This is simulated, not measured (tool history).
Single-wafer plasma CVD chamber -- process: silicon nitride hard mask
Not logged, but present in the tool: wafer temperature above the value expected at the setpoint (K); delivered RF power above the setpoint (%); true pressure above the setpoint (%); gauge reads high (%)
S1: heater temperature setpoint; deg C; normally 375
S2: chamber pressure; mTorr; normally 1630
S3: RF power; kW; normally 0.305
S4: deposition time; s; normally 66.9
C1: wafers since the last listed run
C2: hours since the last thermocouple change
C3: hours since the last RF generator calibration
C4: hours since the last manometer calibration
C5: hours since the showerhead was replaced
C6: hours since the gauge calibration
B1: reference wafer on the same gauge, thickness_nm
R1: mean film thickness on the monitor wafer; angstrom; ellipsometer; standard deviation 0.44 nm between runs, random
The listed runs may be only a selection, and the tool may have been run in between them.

Run 1, hour 0: usual settings; C1 0; C2 1960.6; C3 788.6; C4 708; C5 2689.6; C6 304.8; B1 65.668. Result: R1 758.84 angstrom.
Run 2, hour 23.2: usual settings; C1 449; C2 1983.8; C3 811.8; C4 731.2; C5 2712.8; C6 328; B1 65.661. Result: R1 768.49 angstrom.
Run 3, hour 37.7: usual settings; C1 281; C2 1998.3; C3 826.3; C4 745.7; C5 2727.3; C6 342.5; B1 65.696. Result: R1 762.24 angstrom.
Run 4, hour 60: usual settings; C1 432; C2 2020.6; C3 848.6; C4 768; C5 2749.6; C6 364.8; B1 65.669. Result: R1 755.79 angstrom.
Run 5, hour 93.3: usual settings; C1 645; C2 2053.9; C3 881.9; C4 801.3; C5 2782.9; C6 398.1; B1 65.672. Result: R1 761.6 angstrom.
Run 6, hour 107.7: usual settings; C1 279; C2 2068.3; C3 896.3; C4 815.7; C5 2797.3; C6 412.5; B1 65.727. Result: R1 754.93 angstrom.
Run 7, hour 132.9: usual settings; C1 488; C2 2093.5; C3 921.5; C4 840.9; C5 2822.5; C6 437.7; B1 65.741. Result: R1 764.84 angstrom.
At hour 163.7: gauge calibrated.
Run 8, hour 164.6: usual settings but S2 1540 mTorr; C1 614; C2 2125.2; C3 953.2; C4 872.6; C5 2854.2; C6 0.9; B1 65.635. Result: R1 750.07 angstrom.
Run 9, hour 189: usual settings but S4 75.5 s; C1 473; C2 2149.6; C3 977.6; C4 897; C5 2878.6; C6 25.3; B1 65.682. Result: R1 860.98 angstrom.
At hour 198: RF generator calibrated.
Run 10, hour 219.9: usual settings but S4 75.5 s; C1 444; C2 2180.5; C3 21.9; C4 927.9; C5 2909.5; C6 56.2; B1 65.745. Result: R1 898.04 angstrom.
Run 11, hour 242.8: usual settings; C1 444; C2 2203.4; C3 44.8; C4 950.8; C5 2932.4; C6 79.1; B1 65.771. Result: R1 796.16 angstrom.
Run 12, hour 274.3: usual settings but S1 390 deg C, S3 0.36 kW; C1 610; C2 2234.9; C3 76.3; C4 982.3; C5 2963.9; C6 110.6; B1 65.695. Result: R1 885.79 angstrom.
At hour 297.4: thermocouple changed; heater temperature recalibrated.
Run 13, hour 302: usual settings but S3 0.34 kW, S4 73.2 s; C1 382; C2 4.6; C3 104; C4 1010; C5 2991.6; C6 138.3; B1 65.757. Result: R1 929.76 angstrom.
At hour 316.9: capacitance manometer re-zeroed and calibrated.
Run 14, hour 317.4: usual settings; C1 143; C2 20; C3 119.4; C4 0.5; C5 3007; C6 153.7; B1 65.674. Result: R1 785.04 angstrom.
At hour 348.9: showerhead replaced.
Run 15, hour 349.4: usual settings but S1 367 deg C, S2 1430 mTorr; C1 465; C2 52; C3 151.4; C4 32.5; C5 0.5; C6 185.7; B1 65.746. Result: R1 765.63 angstrom.
Run 16, hour 368.7: usual settings but S1 382 deg C, S2 1250 mTorr, S3 0.35 kW, S4 63.3 s; C1 374; C2 71.3; C3 170.7; C4 51.8; C5 19.8; C6 205; B1 65.759. Result: R1 764.3 angstrom.
Run 17, hour 390.3: usual settings; C1 418; C2 92.9; C3 192.3; C4 73.4; C5 41.4; C6 226.6; B1 65.735. Result: R1 785.55 angstrom.
Run 18, hour 409: usual settings but S1 382 deg C; C1 362; C2 111.6; C3 211; C4 92.1; C5 60.1; C6 245.3; B1 65.742. Result: R1 773.66 angstrom.
Run 19, hour 433.1: usual settings but S3 0.32 kW; C1 467; C2 135.7; C3 235.1; C4 116.2; C5 84.2; C6 269.4; B1 65.682. Result: R1 811.81 angstrom.
Run 20, hour 456.1: usual settings but S1 386 deg C, S3 0.27 kW; C1 446; C2 158.7; C3 258.1; C4 139.2; C5 107.2; C6 292.4; B1 65.701. Result: R1 714.23 angstrom.
Run 21, hour 478.9: usual settings but S3 0.26 kW; C1 442; C2 181.5; C3 280.9; C4 162; C5 130; C6 315.2; B1 65.656. Result: R1 687.06 angstrom.
Run 22, hour 495.6: usual settings but S4 54.9 s; C1 323; C2 198.2; C3 297.6; C4 178.7; C5 146.7; C6 331.9; B1 65.723. Result: R1 629.54 angstrom.

Forecast each of these 3 alternatives for the next run:
Run A, hour 496: usual settings; C1 7; C2 198.6; C3 298; C4 179.1; C5 147.1; C6 332.3; B1 ?. Result: R1 ?.
Run B, hour 496: usual settings but S3 0.28 kW; C1 7; C2 198.6; C3 298; C4 179.1; C5 147.1; C6 332.3; B1 ?. Result: R1 ?.
Run C, hour 496: usual settings but S1 370 deg C, S2 1960 mTorr, S3 0.28 kW, S4 74.5 s; C1 7; C2 198.6; C3 298; C4 179.1; C5 147.1; C6 332.3; B1 ?. Result: R1 ?.

run      B1      R1
  A  65.677  782.47
  B  65.677  735.88
  C  65.677  860.98
With no hidden state in the tool, these same runs would have given:
run      R1
  A  810.84
  B  763.45
  C  893.24
